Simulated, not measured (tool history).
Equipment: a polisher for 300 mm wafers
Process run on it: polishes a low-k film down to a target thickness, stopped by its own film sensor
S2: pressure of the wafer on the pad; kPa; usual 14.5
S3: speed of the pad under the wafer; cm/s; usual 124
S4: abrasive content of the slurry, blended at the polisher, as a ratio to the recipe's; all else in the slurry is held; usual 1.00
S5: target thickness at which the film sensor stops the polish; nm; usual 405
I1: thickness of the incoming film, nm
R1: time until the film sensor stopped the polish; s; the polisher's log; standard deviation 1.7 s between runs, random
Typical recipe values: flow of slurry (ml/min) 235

{"run": 1, "hour": 0.0, "flow of slurry (ml/min)": 235, "S2": 14.5, "S3": 124, "S4": 1.0, "S5": 405, "I1": 469.7, "R1": 115.1}
{"run": 2, "hour": 11.6, "flow of slurry (ml/min)": 235, "S2": 14.5, "S3": 124, "S4": 1.0, "S5": 405, "I1": 474.5, "R1": 124.8}
{"run": 3, "hour": 22.1, "flow of slurry (ml/min)": 235, "S2": 14.5, "S3": 124, "S4": 1.0, "S5": 405, "I1": 473.0, "R1": 128.2}
{"run": 4, "hour": 34.3, "flow of slurry (ml/min)": 235, "S2": 14.5, "S3": 114, "S4": 1.0, "S5": 391, "I1": 464.1, "R1": 146.7}
{"run": 5, "hour": 45.4, "flow of slurry (ml/min)": 235, "S2": 14.5, "S3": 124, "S4": 0.85, "S5": 417, "I1": 468.1, "R1": 105.3}
{"run": 6, "hour": 54.6, "flow of slurry (ml/min)": 235, "S2": 14.5, "S3": 124, "S4": 0.85, "S5": 417, "I1": 468.3, "R1": 105.9}
{"run": 7, "hour": 67.6, "flow of slurry (ml/min)": 235, "S2": 14.5, "S3": 124, "S4": 1.0, "S5": 405, "I1": 473.5, "R1": 133.9}
{"run": 8, "hour": 77.9, "flow of slurry (ml/min)": 235, "S2": 14.5, "S3": 124, "S4": 1.0, "S5": 405, "I1": 462.4, "R1": 114.9}
{"hour": 87.1, "done": "worn pad replaced by a new one"}
{"run": 9, "hour": 87.6, "flow of slurry (ml/min)": 235, "S2": 14.5, "S3": 124, "S4": 1.0, "S5": 405, "I1": 464.6, "R1": 103.4}
{"hour": 101.2, "done": "conditioning disc replaced and pad reconditioned"}
{"run": 10, "hour": 102.0, "flow of slurry (ml/min)": 235, "S2": 14.5, "S3": 124, "S4": 1.0, "S5": 405, "I1": 466.9, "R1": 110.5}
{"run": 11, "hour": 115.1, "flow of slurry (ml/min)": 235, "S2": 14.5, "S3": 124, "S4": 1.0, "S5": 405, "I1": 474.1, "R1": 128.9}
{"run": 12, "hour": 126.1, "flow of slurry (ml/min)": 235, "S2": 14.5, "S3": 124, "S4": 1.0, "S5": 405, "I1": 473.7, "R1": 124.5}
{"run": 13, "hour": 140.0, "flow of slurry (ml/min)": 235, "S2": 14.5, "S3": 124, "S4": 1.0, "S5": 405, "I1": 468.8, "R1": 119.9}
{"run": 14, "hour": 157.5, "flow of slurry (ml/min)": 210, "S2": 17.2, "S3": 106, "S4": 1.0, "S5": 405, "I1": 470.1, "R1": 125.5}
{"run": 15, "hour": 164.4, "flow of slurry (ml/min)": 235, "S2": 14.5, "S3": 156, "S4": 1.0, "S5": 393, "I1": 471.4, "R1": 127.7}
{"hour": 176.6, "done": "slurry nozzle cleaned"}
{"run": 16, "hour": 178.9, "flow of slurry (ml/min)": 235, "S2": 12.4, "S3": 88, "S4": 1.1, "S5": 387, "I1": 465.7, "R1": 235.3}
{"run": 17, "hour": 193.0, "flow of slurry (ml/min)": 235, "S2": 14.5, "S3": 124, "S4": 1.0, "S5": 390, "I1": 473.3, "R1": 167.0}
{"hour": 199.2, "done": "worn pad replaced by a new one"}
{"hour": 208.6, "done": "slurry blender recalibrated"}
{"run": 18, "hour": 209.1, "flow of slurry (ml/min)": 235, "S2": 14.5, "S3": 124, "S4": 1.0, "S5": 405, "I1": 462.1, "R1": 102.0}
{"run": 19, "hour": 219.8, "flow of slurry (ml/min)": 235, "S2": 17.2, "S3": 124, "S4": 1.0, "S5": 405, "I1": 469.1, "R1": 97.0}
{"run": 20, "hour": 233.7, "flow of slurry (ml/min)": 180, "S2": 17.9, "S3": 124, "S4": 1.0, "S5": 385, "I1": 475.7, "R1": 140.8}
{"hour": 242.1, "done": "head pressure recalibrated"}
{"run": 21, "hour": 251.1, "flow of slurry (ml/min)": 160, "S2": 14.5, "S3": 138, "S4": 1.1, "S5": 396, "I1": 465.5, "R1": 123.3}
{"run": 22, "hour": 265.4, "flow of slurry (ml/min)": 235, "S2": 14.5, "S3": 124, "S4": 1.0, "S5": 405, "I1": 476.6, "R1": 140.4}
{"run": 23, "hour": 275.5, "flow of slurry (ml/min)": 235, "S2": 14.5, "S3": 124, "S4": 1.0, "S5": 405, "I1": 468.8, "R1": 123.8}
{"run": 24, "hour": 286.8, "flow of slurry (ml/min)": 235, "S2": 10.3, "S3": 144, "S4": 1.0, "S5": 405, "I1": 465.5, "R1": 151.6}
{"run": 25, "hour": 300.2, "flow of slurry (ml/min)": 235, "S2": 14.5, "S3": 124, "S4": 1.0, "S5": 405, "I1": 476.4, "R1": 147.2}
{"run": 26, "hour": 311.2, "flow of slurry (ml/min)": 180, "S2": 11.7, "S3": 148, "S4": 1.25, "S5": 405, "I1": 471.2, "R1": 144.6}
{"hour": 318.6, "done": "worn pad replaced by a new one"}
{"run": 27, "hour": 319.1, "flow of slurry (ml/min)": 235, "S2": 11.0, "S3": 124, "S4": 0.7, "S5": 421, "I1": 466.7, "R1": 116.2}

Branching from run 27: 3 alternative next runs. What would each branch give?
{"run": "A", "hour": 319.6, "flow of slurry (ml/min)": 310, "S2": 14.5, "S3": 124, "S4": 1.0, "S5": 405, "I1": 466.4, "R1": "?"}
{"run": "B", "hour": 319.6, "flow of slurry (ml/min)": 235, "S2": 17.9, "S3": 124, "S4": 1.0, "S5": 405, "I1": 466.4, "R1": "?"}
{"run": "C", "hour": 319.6, "flow of slurry (ml/min)": 235, "S2": 14.5, "S3": 164, "S4": 1.0, "S5": 405, "I1": 466.4, "R1": "?"}

run=A R1=104.7
run=B R1=87.1
run=C R1=86.3
Take away the tool's hidden state, keep each run's random variation, and the runs would have read:
run=A R1=104.4
run=B R1=86.8
run=C R1=86.0
